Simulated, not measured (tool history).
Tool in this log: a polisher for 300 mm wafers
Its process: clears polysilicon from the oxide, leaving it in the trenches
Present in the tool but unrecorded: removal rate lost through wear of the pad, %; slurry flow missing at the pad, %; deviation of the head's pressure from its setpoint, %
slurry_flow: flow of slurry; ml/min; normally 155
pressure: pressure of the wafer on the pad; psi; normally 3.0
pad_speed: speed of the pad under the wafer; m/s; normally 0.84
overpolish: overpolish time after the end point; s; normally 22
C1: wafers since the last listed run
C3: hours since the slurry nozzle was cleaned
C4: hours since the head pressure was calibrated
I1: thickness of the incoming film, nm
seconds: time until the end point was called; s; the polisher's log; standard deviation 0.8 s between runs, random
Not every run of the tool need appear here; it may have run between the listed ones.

{"run": 1, "hour": 0.0, "slurry_flow": 155, "pressure": 3.0, "pad_speed": 0.84, "overpolish": 22, "C1": 0, "wafers polished on this pad": 4751, "C3": 351.9, "C4": 1261.2, "I1": 558.8, "seconds": 39.0}
{"run": 2, "hour": 43.3, "slurry_flow": 155, "pressure": 3.0, "pad_speed": 0.84, "overpolish": 22, "C1": 591, "wafers polished on this pad": 5343, "C3": 395.2, "C4": 1304.5, "I1": 563.8, "seconds": 39.4}
{"run": 3, "hour": 72.2, "slurry_flow": 155, "pressure": 3.0, "pad_speed": 0.84, "overpolish": 22, "C1": 394, "wafers polished on this pad": 5738, "C3": 424.1, "C4": 1333.4, "I1": 565.3, "seconds": 38.4}
{"hour": 104.5, "done": "worn pad replaced by a new one"}
{"hour": 106.8, "done": "slurry nozzle cleaned"}
{"hour": 109.2, "done": "head pressure recalibrated"}
{"run": 4, "hour": 128.0, "slurry_flow": 155, "pressure": 3.0, "pad_speed": 0.84, "overpolish": 22, "C1": 666, "wafers polished on this pad": 279, "C3": 21.2, "C4": 18.8, "I1": 553.0, "seconds": 41.0}
{"run": 5, "hour": 173.9, "slurry_flow": 155, "pressure": 3.0, "pad_speed": 0.84, "overpolish": 22, "C1": 627, "wafers polished on this pad": 906, "C3": 67.1, "C4": 64.7, "I1": 562.3, "seconds": 42.1}
{"run": 6, "hour": 242.1, "slurry_flow": 155, "pressure": 3.0, "pad_speed": 0.84, "overpolish": 22, "C1": 932, "wafers polished on this pad": 1838, "C3": 135.3, "C4": 132.9, "I1": 561.9, "seconds": 41.6}
{"run": 7, "hour": 310.3, "slurry_flow": 155, "pressure": 3.0, "pad_speed": 0.84, "overpolish": 22, "C1": 932, "wafers polished on this pad": 2770, "C3": 203.5, "C4": 201.1, "I1": 565.3, "seconds": 41.3}
{"run": 8, "hour": 351.7, "slurry_flow": 155, "pressure": 3.0, "pad_speed": 0.84, "overpolish": 22, "C1": 565, "wafers polished on this pad": 3336, "C3": 244.9, "C4": 242.5, "I1": 569.6, "seconds": 42.4}
{"run": 9, "hour": 402.1, "slurry_flow": 155, "pressure": 3.0, "pad_speed": 0.84, "overpolish": 22, "C1": 688, "wafers polished on this pad": 4025, "C3": 295.3, "C4": 292.9, "I1": 555.7, "seconds": 42.3}
{"run": 10, "hour": 455.2, "slurry_flow": 155, "pressure": 3.0, "pad_speed": 1.0, "overpolish": 22, "C1": 725, "wafers polished on this pad": 4751, "C3": 348.4, "C4": 346.0, "I1": 569.2, "seconds": 36.7}
{"run": 11, "hour": 504.6, "slurry_flow": 155, "pressure": 3.0, "pad_speed": 0.84, "overpolish": 22, "C1": 675, "wafers polished on this pad": 5426, "C3": 397.8, "C4": 395.4, "I1": 554.2, "seconds": 42.2}
{"hour": 554.6, "done": "worn pad replaced by a new one"}
{"hour": 561.7, "done": "slurry nozzle cleaned"}
{"run": 12, "hour": 565.9, "slurry_flow": 155, "pressure": 2.3, "pad_speed": 0.84, "overpolish": 22, "C1": 769, "wafers polished on this pad": 140, "C3": 4.2, "C4": 456.7, "I1": 559.7, "seconds": 53.4}
{"run": 13, "hour": 601.0, "slurry_flow": 140, "pressure": 2.4, "pad_speed": 0.84, "overpolish": 22, "C1": 479, "wafers polished on this pad": 620, "C3": 39.3, "C4": 491.8, "I1": 554.3, "seconds": 52.3}
{"run": 14, "hour": 645.8, "slurry_flow": 155, "pressure": 3.0, "pad_speed": 0.84, "overpolish": 22, "C1": 612, "wafers polished on this pad": 1232, "C3": 84.1, "C4": 536.6, "I1": 562.9, "seconds": 41.0}
{"run": 15, "hour": 692.8, "slurry_flow": 155, "pressure": 3.0, "pad_speed": 0.84, "overpolish": 22, "C1": 642, "wafers polished on this pad": 1875, "C3": 131.1, "C4": 583.6, "I1": 559.3, "seconds": 40.8}
{"run": 16, "hour": 720.9, "slurry_flow": 170, "pressure": 2.6, "pad_speed": 0.84, "overpolish": 10, "C1": 384, "wafers polished on this pad": 2259, "C3": 159.2, "C4": 611.7, "I1": 557.3, "seconds": 47.9}
{"run": 17, "hour": 781.4, "slurry_flow": 155, "pressure": 3.0, "pad_speed": 0.84, "overpolish": 18, "C1": 826, "wafers polished on this pad": 3086, "C3": 219.7, "C4": 672.2, "I1": 557.4, "seconds": 40.2}
{"run": 18, "hour": 813.7, "slurry_flow": 155, "pressure": 3.0, "pad_speed": 0.84, "overpolish": 22, "C1": 441, "wafers polished on this pad": 3527, "C3": 252.0, "C4": 704.5, "I1": 559.7, "seconds": 41.6}
{"run": 19, "hour": 859.7, "slurry_flow": 205, "pressure": 3.0, "pad_speed": 0.84, "overpolish": 13, "C1": 628, "wafers polished on this pad": 4156, "C3": 298.0, "C4": 750.5, "I1": 562.3, "seconds": 40.3}
{"run": 20, "hour": 888.5, "slurry_flow": 155, "pressure": 2.7, "pad_speed": 1.08, "overpolish": 26, "C1": 393, "wafers polished on this pad": 4549, "C3": 326.8, "C4": 779.3, "I1": 553.0, "seconds": 36.9}
{"run": 21, "hour": 917.8, "slurry_flow": 105, "pressure": 2.2, "pad_speed": 1.0, "overpolish": 22, "C1": 400, "wafers polished on this pad": 4950, "C3": 356.1, "C4": 808.6, "I1": 566.3, "seconds": 51.7}
{"hour": 971.6, "done": "worn pad replaced by a new one"}
{"run": 22, "hour": 986.1, "slurry_flow": 155, "pressure": 3.0, "pad_speed": 0.84, "overpolish": 22, "C1": 878, "wafers polished on this pad": 198, "C3": 424.4, "C4": 876.9, "I1": 559.7, "seconds": 40.3}
{"run": 23, "hour": 1013.3, "slurry_flow": 155, "pressure": 3.0, "pad_speed": 0.84, "overpolish": 22, "C1": 371, "wafers polished on this pad": 569, "C3": 451.6, "C4": 904.1, "I1": 556.8, "seconds": 39.8}
{"run": 24, "hour": 1053.5, "slurry_flow": 155, "pressure": 2.2, "pad_speed": 1.1, "overpolish": 22, "C1": 549, "wafers polished on this pad": 1119, "C3": 491.8, "C4": 944.3, "I1": 557.4, "seconds": 42.4}
{"hour": 1092.4, "done": "slurry nozzle cleaned"}
{"run": 25, "hour": 1099.7, "slurry_flow": 105, "pressure": 3.0, "pad_speed": 1.0, "overpolish": 28, "C1": 617, "wafers polished on this pad": 1736, "C3": 7.3, "C4": 990.5, "I1": 556.4, "seconds": 36.8}
{"run": 26, "hour": 1153.5, "slurry_flow": 155, "pressure": 3.0, "pad_speed": 0.84, "overpolish": 22, "C1": 735, "wafers polished on this pad": 2472, "C3": 61.1, "C4": 1044.3, "I1": 568.5, "seconds": 41.8}
{"run": 27, "hour": 1216.0, "slurry_flow": 155, "pressure": 3.0, "pad_speed": 0.84, "overpolish": 19, "C1": 854, "wafers polished on this pad": 3326, "C3": 123.6, "C4": 1106.8, "I1": 563.8, "seconds": 38.1}
{"run": 28, "hour": 1248.3, "slurry_flow": 155, "pressure": 3.0, "pad_speed": 0.84, "overpolish": 22, "C1": 441, "wafers polished on this pad": 3767, "C3": 155.9, "C4": 1139.1, "I1": 556.0, "seconds": 39.5}
{"run": 29, "hour": 1273.9, "slurry_flow": 155, "pressure": 3.0, "pad_speed": 0.84, "overpolish": 22, "C1": 349, "wafers polished on this pad": 4117, "C3": 181.5, "C4": 1164.7, "I1": 556.9, "seconds": 39.4}
{"run": 30, "hour": 1299.8, "slurry_flow": 155, "pressure": 3.0, "pad_speed": 0.84, "overpolish": 11, "C1": 353, "wafers polished on this pad": 4471, "C3": 207.4, "C4": 1190.6, "I1": 569.8, "seconds": 39.4}
{"run": 31, "hour": 1350.8, "slurry_flow": 155, "pressure": 3.0, "pad_speed": 0.84, "overpolish": 32, "C1": 696, "wafers polished on this pad": 5168, "C3": 258.4, "C4": 1241.6, "I1": 552.0, "seconds": 38.2}
{"hour": 1413.2, "done": "head pressure recalibrated"}
{"run": 32, "hour": 1415.1, "slurry_flow": 185, "pressure": 3.3, "pad_speed": 0.84, "overpolish": 18, "C1": 851, "wafers polished on this pad": 6019, "C3": 322.7, "C4": 1.9, "I1": 555.1, "seconds": 36.6}
{"run": 33, "hour": 1461.3, "slurry_flow": 135, "pressure": 3.5, "pad_speed": 0.92, "overpolish": 10, "C1": 631, "wafers polished on this pad": 6651, "C3": 368.9, "C4": 48.1, "I1": 564.6, "seconds": 35.3}
{"run": 34, "hour": 1492.5, "slurry_flow": 155, "pressure": 3.0, "pad_speed": 0.84, "overpolish": 22, "C1": 426, "wafers polished on this pad": 7077, "C3": 400.1, "C4": 79.3, "I1": 554.6, "seconds": 42.5}

Hidden state or all else? Some run-to-run changes of seconds, split into what the settings, what came in and random variation would give without the hidden state, and what is left for the hidden state (with any gauge scatter that isn't in both results):
Run 3 -> 4: worn pad replaced by a new one, slurry nozzle cleaned, head pressure recalibrated. seconds +2.6 s: hidden state +3.1, all else -0.5.
Run 13 -> 14: slurry_flow 140 -> 155, pressure 2.4 -> 3.0. seconds -11.3 s: hidden state +0.1, all else -11.4.
Run 20 -> 21: slurry_flow 155 -> 105, pressure 2.7 -> 2.2, pad_speed 1.08 -> 1.00, overpolish 26 -> 22. seconds +14.8 s: hidden state -0.7, all else +15.5.
Run 21 -> 22: slurry_flow 105 -> 155, pressure 2.2 -> 3.0, pad_speed 1.00 -> 0.84, worn pad replaced by a new one. seconds -11.4 s: hidden state +0.2, all else -11.6.
Run 31 -> 32: slurry_flow 155 -> 185, pressure 3.0 -> 3.3, overpolish 32 -> 18, head pressure recalibrated. seconds -1.6 s: hidden state +3.7, all else -5.3.
